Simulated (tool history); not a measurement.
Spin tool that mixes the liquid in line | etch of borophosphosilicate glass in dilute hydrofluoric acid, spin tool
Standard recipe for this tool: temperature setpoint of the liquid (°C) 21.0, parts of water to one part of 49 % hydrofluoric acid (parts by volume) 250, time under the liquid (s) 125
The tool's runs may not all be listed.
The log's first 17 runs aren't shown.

run	day	temperature setpoint of the liquid (°C)	parts of water to one part of 49 % hydrofluoric acid (parts by volume)	time under the liquid (s)	wafers since the last listed run	hours since the thermometer was replaced	hours since the hydrofluoric acid flow meter was replaced	hours since the gauge calibration	read-back film thickness of the borophosphosilicate glass reference wafer, read on the same gauge (nm)	thickness taken off the borophosphosilicate glass on a monitor wafer (Å)
18	19.821	21.0	180	85	242	239.9	165.9	65.7	119.02	189.7
19	20.392	19.0	250	195	138	253.6	179.6	79.4	118.92	270.5
20	21.325	23.0	250	85	225	276.0	202.0	101.8	118.84	136.5
21	21.983	17.5	250	60	159	291.8	217.8	117.6	118.76	79.0
22	22.862	21.0	200	155	212	312.9	238.9	138.7	118.65	303.9
23	24.338	21.0	140	70	357	348.3	274.3	174.1	118.50	208.6
24	25.071	21.0	250	125	177	365.9	291.9	191.7	118.41	186.4
25	25.983	22.5	305	125	220	387.8	313.8	213.6	118.31	152.2
26	27.212	17.5	340	60	297	417.3	343.3	243.1	118.14	53.4
27	28.554	21.0	350	125	324	449.5	375.5	275.3	118.00	121.5
28	29.175	18.0	310	190	150	464.4	390.4	290.2	117.92	192.3
29	30.029	24.0	300	195	206	484.9	410.9	310.7	117.81	256.7
30	33.421	21.0	250	125	820	566.3	492.3	392.1	117.47	184.0
31	34.408	23.5	340	65	239	590.0	516.0	415.8	117.32	71.3
32	35.596	18.5	200	150	287	618.5	544.5	444.3	117.20	264.5
# day 35.721: thermometer replaced
33	36.162	21.0	215	125	127	10.6	558.1	457.9	117.15	223.8

Each row is a separate what-if for the run after 33, all from the same tool condition, not one after another. Results?
A	36.183	21.0	250	100	5	11.1	558.6	458.4	?	?
B	36.183	23.5	250	150	5	11.1	558.6	458.4	?	?
C	36.183	22.5	345	175	5	11.1	558.6	458.4	?	?

run	read-back film thickness of the borophosphosilicate glass reference wafer, read on the same gauge (nm)	thickness taken off the borophosphosilicate glass on a monitor wafer (Å)
A	117.14	148.4
B	117.14	243.9
C	117.14	181.8
What these runs would have given with no unlogged condition in the tool:
run	thickness taken off the borophosphosilicate glass on a monitor wafer (Å)
A	152.1
B	249.9
C	186.3
